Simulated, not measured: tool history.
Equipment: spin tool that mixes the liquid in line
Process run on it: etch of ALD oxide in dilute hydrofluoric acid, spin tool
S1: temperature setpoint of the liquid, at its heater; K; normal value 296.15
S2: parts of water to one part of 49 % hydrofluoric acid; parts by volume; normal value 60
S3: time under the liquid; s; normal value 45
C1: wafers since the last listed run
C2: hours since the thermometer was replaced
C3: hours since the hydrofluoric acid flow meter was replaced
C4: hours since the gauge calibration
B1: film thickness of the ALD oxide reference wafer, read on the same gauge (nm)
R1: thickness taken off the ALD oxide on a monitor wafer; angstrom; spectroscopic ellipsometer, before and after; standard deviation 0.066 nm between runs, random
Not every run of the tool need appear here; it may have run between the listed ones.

run     day      S1  S2  S3   C1      C2     C3     C4     B1     R1
  1   0.000  296.15  60  45    0  2208.8  606.2  145.1  80.00   88.0
  2   0.812  296.15  50  45  367  2228.3  625.7  164.6  80.04  107.4
  3   1.438  296.15  60  45  282  2243.3  640.7  179.6  79.98   88.0
  4   2.104  296.15  60  45  301  2259.3  656.7  195.6  79.98   88.5
  5   2.879  296.15  60  45  350  2277.9  675.3  214.2  79.97   87.7
  6   3.704  296.15  60  45  372  2297.7  695.1  234.0  79.99   88.5
  7   4.975  296.15  60  45  574  2328.2  725.6  264.5  80.01   89.0
  8   5.671  296.15  40  45  314  2344.9  742.3  281.2  80.00  135.3
  9   6.571  296.15  40  45  406  2366.5  763.9  302.8  79.97  135.6
 10   7.958  296.15  40  45  627  2399.8  797.2  336.1  79.98  138.0
      8.546  -- hydrofluoric acid flow meter replaced
      8.942  -- gauge calibrated
 11   9.333  296.15  85  45  602  2432.8   18.9    9.4  80.03   54.7
 12   9.846  296.15  85  45  231  2445.1   31.2   21.7  80.02   54.2
 13  10.721  296.15  85  45  395  2466.1   52.2   42.7  80.03   54.2
     11.500  -- thermometer replaced
 14  11.521  296.15  60  45  342     0.5   71.4   61.9  80.03   79.9
 15  12.633  296.15  40  45  502    27.2   98.1   88.6  80.01  123.6
 16  13.162  299.15  70  25  239    39.9  110.8  101.3  79.99   42.7
 17  13.796  296.15  60  60  286    55.1  126.0  116.5  80.02  108.7
 18  14.442  296.15  60  65  291    70.6  141.5  132.0  79.99  118.6
 19  15.604  296.15  85  50  525    98.5  169.4  159.9  80.00   61.0
 20  16.729  293.15  85  60  508   125.5  196.4  186.9  80.02   65.8
 21  17.700  296.15  60  45  438   148.8  219.7  210.2  80.00   81.8
 22  18.200  298.15  60  45  226   160.8  231.7  222.2  79.97   88.9
 23  18.925  293.15  50  65  327   178.2  249.1  239.6  80.01  127.6
 24  20.008  296.15  60  45  489   204.2  275.1  265.6  80.00   81.9
 25  21.117  298.65  60  20  501   230.8  301.7  292.2  80.02   40.8
 26  22.442  296.15  60  45  599   262.6  333.5  324.0  80.01   82.5

Below are 4 alternative next runs, each starting from the tool's condition after run 26. Predict each:
  A  22.458  296.15  60  70   7  263.0  333.9  324.4   ?   ?
  B  22.458  299.15  45  55   7  263.0  333.9  324.4   ?   ?
  C  22.458  299.65  80  25   7  263.0  333.9  324.4   ?   ?
  D  22.458  299.65  60  45   7  263.0  333.9  324.4   ?   ?

run     B1     R1
  A  80.00  129.7
  B  80.00  156.7
  C  80.00   39.0
  D  80.00   96.2
What these runs would have given with no unlogged condition in the tool:
run     R1
  A  123.6
  B  149.4
  C   37.1
  D   91.6
